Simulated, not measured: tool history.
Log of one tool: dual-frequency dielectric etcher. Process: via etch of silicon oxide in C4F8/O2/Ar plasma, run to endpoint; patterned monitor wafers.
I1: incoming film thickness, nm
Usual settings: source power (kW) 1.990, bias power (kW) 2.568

Run 1, hour 0.0: usual settings but bias power (kW) 2.386; I1 1975.0. Result: endpoint time (s) 312.8.
Run 2, hour 16.5: usual settings but bias power (kW) 2.386; I1 1993.4. Result: endpoint time (s) 315.6.
Run 3, hour 24.6: usual settings but source power (kW) 1.780; I1 1986.6. Result: endpoint time (s) 318.5.
Run 4, hour 42.5: usual settings but source power (kW) 1.780; I1 1982.3. Result: endpoint time (s) 317.1.
Run 5, hour 58.3: usual settings but source power (kW) 1.780; I1 1971.1. Result: endpoint time (s) 313.9.
Run 6, hour 68.4: usual settings but source power (kW) 1.600, bias power (kW) 2.758; I1 1976.9. Result: endpoint time (s) 319.7.
Run 7, hour 74.5: usual settings but source power (kW) 1.600, bias power (kW) 2.758; I1 1984.9. Result: endpoint time (s) 319.1.
Run 8, hour 88.8: usual settings; I1 1985.2. Result: endpoint time (s) 307.4.
At hour 123.7: upper electrode replaced, of another model than before.
At hour 145.9: wet clean of the chamber.
At hour 146.1: bias power generator calibrated.
At hour 149.3: source power generator calibrated.
Run 9, hour 149.8: usual settings; I1 1986.2. Result: endpoint time (s) 314.7.
Run 10, hour 150.2: usual settings but source power (kW) 2.210; I1 1997.2. Result: endpoint time (s) 311.8.
Run 11, hour 150.6: usual settings but source power (kW) 2.260, bias power (kW) 3.133; I1 1967.5. Result: endpoint time (s) 290.1.
Run 12, hour 151.0: usual settings but source power (kW) 2.460; I1 1981.7. Result: endpoint time (s) 304.4.
Run 13, hour 151.5: usual settings but source power (kW) 1.790; I1 1989.7. Result: endpoint time (s) 321.0.
Run 14, hour 155.0: usual settings but source power (kW) 2.450; I1 1974.8. Result: endpoint time (s) 302.8.
Run 15, hour 172.4: usual settings but source power (kW) 1.690, bias power (kW) 2.991; I1 1992.8. Result: endpoint time (s) 307.9.
Run 16, hour 187.1: usual settings; I1 1997.0. Result: endpoint time (s) 314.4.
Run 17, hour 204.7: usual settings but source power (kW) 2.330; I1 1989.8. Result: endpoint time (s) 307.2.
Run 18, hour 215.3: usual settings; I1 1970.0. Result: endpoint time (s) 309.6.

Forecast each of these 3 alternatives for the next run:
Run A, hour 215.8: usual settings; I1 1988.2. Result: endpoint time (s) ?.
Run B, hour 215.8: usual settings but source power (kW) 1.830, bias power (kW) 3.025; I1 1988.2. Result: endpoint time (s) ?.
Run C, hour 215.8: usual settings but source power (kW) 2.300, bias power (kW) 2.868; I1 1988.2. Result: endpoint time (s) ?.

run  endpoint time (s)
  A              313.5
  B              303.0
  C              297.9
Without the tool's hidden state the same runs would have given:
run  endpoint time (s)
  A              318.7
  B              308.1
  C              302.9

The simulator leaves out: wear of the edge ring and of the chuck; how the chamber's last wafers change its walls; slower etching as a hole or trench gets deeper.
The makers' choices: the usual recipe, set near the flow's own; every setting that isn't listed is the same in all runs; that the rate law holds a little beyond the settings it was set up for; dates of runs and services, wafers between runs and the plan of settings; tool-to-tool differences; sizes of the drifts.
